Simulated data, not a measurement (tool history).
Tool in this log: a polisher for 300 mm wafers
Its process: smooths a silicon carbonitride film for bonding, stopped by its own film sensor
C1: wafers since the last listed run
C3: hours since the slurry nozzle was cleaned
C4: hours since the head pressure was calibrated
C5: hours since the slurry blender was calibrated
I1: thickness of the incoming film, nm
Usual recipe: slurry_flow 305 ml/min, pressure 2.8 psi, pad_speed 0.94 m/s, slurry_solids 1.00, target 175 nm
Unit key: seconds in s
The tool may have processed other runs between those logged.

{"run": 1, "hour": 0.0, "slurry_flow": 305, "pressure": 2.8, "pad_speed": 0.7, "slurry_solids": 1.0, "target": 175, "C1": 0, "wafers polished on this pad": 652, "C3": 637.4, "C4": 510.0, "C5": 55.4, "I1": 197.9, "seconds": 90.1}
{"hour": 33.8, "done": "slurry nozzle cleaned"}
{"run": 2, "hour": 99.1, "slurry_flow": 305, "pressure": 2.8, "pad_speed": 0.7, "slurry_solids": 1.0, "target": 175, "C1": 514, "wafers polished on this pad": 1166, "C3": 65.3, "C4": 609.1, "C5": 154.5, "I1": 201.1, "seconds": 107.0}
{"hour": 197.6, "done": "worn pad replaced by a new one"}
{"run": 3, "hour": 198.1, "slurry_flow": 305, "pressure": 3.4, "pad_speed": 1.08, "slurry_solids": 1.0, "target": 175, "C1": 498, "wafers polished on this pad": 2, "C3": 164.3, "C4": 708.1, "C5": 253.5, "I1": 201.0, "seconds": 72.9}
{"hour": 229.3, "done": "slurry blender recalibrated"}
{"run": 4, "hour": 299.1, "slurry_flow": 305, "pressure": 2.8, "pad_speed": 0.94, "slurry_solids": 0.85, "target": 175, "C1": 519, "wafers polished on this pad": 521, "C3": 265.3, "C4": 809.1, "C5": 69.8, "I1": 199.8, "seconds": 94.6}
{"run": 5, "hour": 365.8, "slurry_flow": 305, "pressure": 2.8, "pad_speed": 0.94, "slurry_solids": 0.85, "target": 175, "C1": 349, "wafers polished on this pad": 871, "C3": 332.0, "C4": 875.8, "C5": 136.5, "I1": 198.0, "seconds": 90.6}
{"run": 6, "hour": 444.7, "slurry_flow": 305, "pressure": 2.8, "pad_speed": 0.94, "slurry_solids": 1.0, "target": 175, "C1": 413, "wafers polished on this pad": 1285, "C3": 410.9, "C4": 954.7, "C5": 215.4, "I1": 198.9, "seconds": 88.3}
{"hour": 519.7, "done": "worn pad replaced by a new one"}
{"run": 7, "hour": 552.4, "slurry_flow": 305, "pressure": 2.8, "pad_speed": 0.94, "slurry_solids": 1.0, "target": 175, "C1": 543, "wafers polished on this pad": 171, "C3": 518.6, "C4": 1062.4, "C5": 323.1, "I1": 199.2, "seconds": 91.2}
{"hour": 571.5, "done": "slurry blender recalibrated"}
{"run": 8, "hour": 744.7, "slurry_flow": 305, "pressure": 2.8, "pad_speed": 0.94, "slurry_solids": 1.0, "target": 175, "C1": 998, "wafers polished on this pad": 1169, "C3": 710.9, "C4": 1254.7, "C5": 173.2, "I1": 199.8, "seconds": 91.4}
{"hour": 799.2, "done": "worn pad replaced by a new one"}
{"run": 9, "hour": 820.7, "slurry_flow": 305, "pressure": 2.8, "pad_speed": 0.94, "slurry_solids": 1.0, "target": 175, "C1": 377, "wafers polished on this pad": 112, "C3": 786.9, "C4": 1330.7, "C5": 249.2, "I1": 196.7, "seconds": 81.1}
{"hour": 865.8, "done": "slurry nozzle cleaned"}
{"run": 10, "hour": 876.2, "slurry_flow": 305, "pressure": 3.3, "pad_speed": 0.94, "slurry_solids": 1.0, "target": 175, "C1": 285, "wafers polished on this pad": 398, "C3": 10.4, "C4": 1386.2, "C5": 304.7, "I1": 201.7, "seconds": 84.7}
{"hour": 878.5, "done": "slurry blender recalibrated"}
{"run": 11, "hour": 927.1, "slurry_flow": 305, "pressure": 2.8, "pad_speed": 0.94, "slurry_solids": 1.0, "target": 175, "C1": 256, "wafers polished on this pad": 655, "C3": 61.3, "C4": 1437.1, "C5": 48.6, "I1": 198.8, "seconds": 79.9}
{"run": 12, "hour": 997.1, "slurry_flow": 305, "pressure": 2.8, "pad_speed": 0.94, "slurry_solids": 1.0, "target": 175, "C1": 367, "wafers polished on this pad": 1022, "C3": 131.3, "C4": 1507.1, "C5": 118.6, "I1": 202.0, "seconds": 96.2}
{"hour": 1029.8, "done": "head pressure recalibrated"}
{"run": 13, "hour": 1080.0, "slurry_flow": 305, "pressure": 2.8, "pad_speed": 0.94, "slurry_solids": 1.0, "target": 168, "C1": 424, "wafers polished on this pad": 1446, "C3": 214.2, "C4": 50.2, "C5": 201.5, "I1": 203.3, "seconds": 127.6}
{"hour": 1085.4, "done": "worn pad replaced by a new one"}
{"run": 14, "hour": 1168.5, "slurry_flow": 305, "pressure": 2.8, "pad_speed": 0.94, "slurry_solids": 0.75, "target": 175, "C1": 443, "wafers polished on this pad": 435, "C3": 302.7, "C4": 138.7, "C5": 290.0, "I1": 196.6, "seconds": 92.0}
{"hour": 1179.9, "done": "slurry blender recalibrated"}
{"run": 15, "hour": 1272.1, "slurry_flow": 305, "pressure": 2.8, "pad_speed": 0.94, "slurry_solids": 1.0, "target": 182, "C1": 532, "wafers polished on this pad": 968, "C3": 406.3, "C4": 242.3, "C5": 92.2, "I1": 199.1, "seconds": 60.7}
{"hour": 1360.5, "done": "worn pad replaced by a new one"}
{"run": 16, "hour": 1378.3, "slurry_flow": 305, "pressure": 2.8, "pad_speed": 1.18, "slurry_solids": 1.15, "target": 175, "C1": 536, "wafers polished on this pad": 93, "C3": 512.5, "C4": 348.5, "C5": 198.4, "I1": 202.6, "seconds": 85.1}
{"run": 17, "hour": 1444.0, "slurry_flow": 380, "pressure": 3.4, "pad_speed": 0.94, "slurry_solids": 0.8, "target": 170, "C1": 344, "wafers polished on this pad": 437, "C3": 578.2, "C4": 414.2, "C5": 264.1, "I1": 202.9, "seconds": 110.5}

Hidden state at the last listed run before each entry between runs and at the first one after, where it differs:
In the gap between runs 1 and 2: slurry nozzle cleaned (hour 33.8)
  abrasive missing from the slurry, %: 10.7 -> 18.7
  difference, measured minus the result without the unlogged condition, seconds: +4.4 -> +9.7 s
In the gap between runs 2 and 3: worn pad replaced by a new one (hour 197.6)
  abrasive missing from the slurry, %: 18.7 -> 22
  difference, measured minus the result without the unlogged condition, seconds: +9.7 -> +7.9 s
In the gap between runs 3 and 4: slurry blender recalibrated (hour 229.3)
  abrasive missing from the slurry, %: 22 -> 14
  difference, measured minus the result without the unlogged condition, seconds: +7.9 -> +6.7 s
In the gap between runs 6 and 7: worn pad replaced by a new one (hour 519.7)
  abrasive missing from the slurry, %: 22.7 -> 24.7
  difference, measured minus the result without the unlogged condition, seconds: +9.9 -> +11.2 s
In the gap between runs 7 and 8: slurry blender recalibrated (hour 571.5)
  abrasive missing from the slurry, %: 24.7 -> 21.9
  difference, measured minus the result without the unlogged condition, seconds: +11.2 -> +9.8 s
In the gap between runs 8 and 9: worn pad replaced by a new one (hour 799.2)
  abrasive missing from the slurry, %: 21.9 -> 24.2
  difference, measured minus the result without the unlogged condition, seconds: +9.8 -> +9.7 s
In the gap between runs 9 and 10: slurry nozzle cleaned (hour 865.8)
  abrasive missing from the slurry, %: 24.2 -> 25.2
  difference, measured minus the result without the unlogged condition, seconds: +9.7 -> +10.6 s
In the gap between runs 10 and 11: slurry blender recalibrated (hour 878.5)
  abrasive missing from the slurry, %: 25.2 -> 8.05
  difference, measured minus the result without the unlogged condition, seconds: +10.6 -> +2.9 s
In the gap between runs 12 and 13: head pressure recalibrated (hour 1029.8)
  abrasive missing from the slurry, %: 14.8 -> 18.9
  difference, measured minus the result without the unlogged condition, seconds: +6.7 -> +11.6 s
In the gap between runs 13 and 14: worn pad replaced by a new one (hour 1085.4)
  abrasive missing from the slurry, %: 18.9 -> 20.9
  difference, measured minus the result without the unlogged condition, seconds: +11.6 -> +10.6 s
In the gap between runs 14 and 15: slurry blender recalibrated (hour 1179.9)
  abrasive missing from the slurry, %: 20.9 -> 15
  difference, measured minus the result without the unlogged condition, seconds: +10.6 -> +4.3 s
In the gap between runs 15 and 16: worn pad replaced by a new one (hour 1360.5)
  abrasive missing from the slurry, %: 15 -> 21
  difference, measured minus the result without the unlogged condition, seconds: +4.3 -> +8.1 s

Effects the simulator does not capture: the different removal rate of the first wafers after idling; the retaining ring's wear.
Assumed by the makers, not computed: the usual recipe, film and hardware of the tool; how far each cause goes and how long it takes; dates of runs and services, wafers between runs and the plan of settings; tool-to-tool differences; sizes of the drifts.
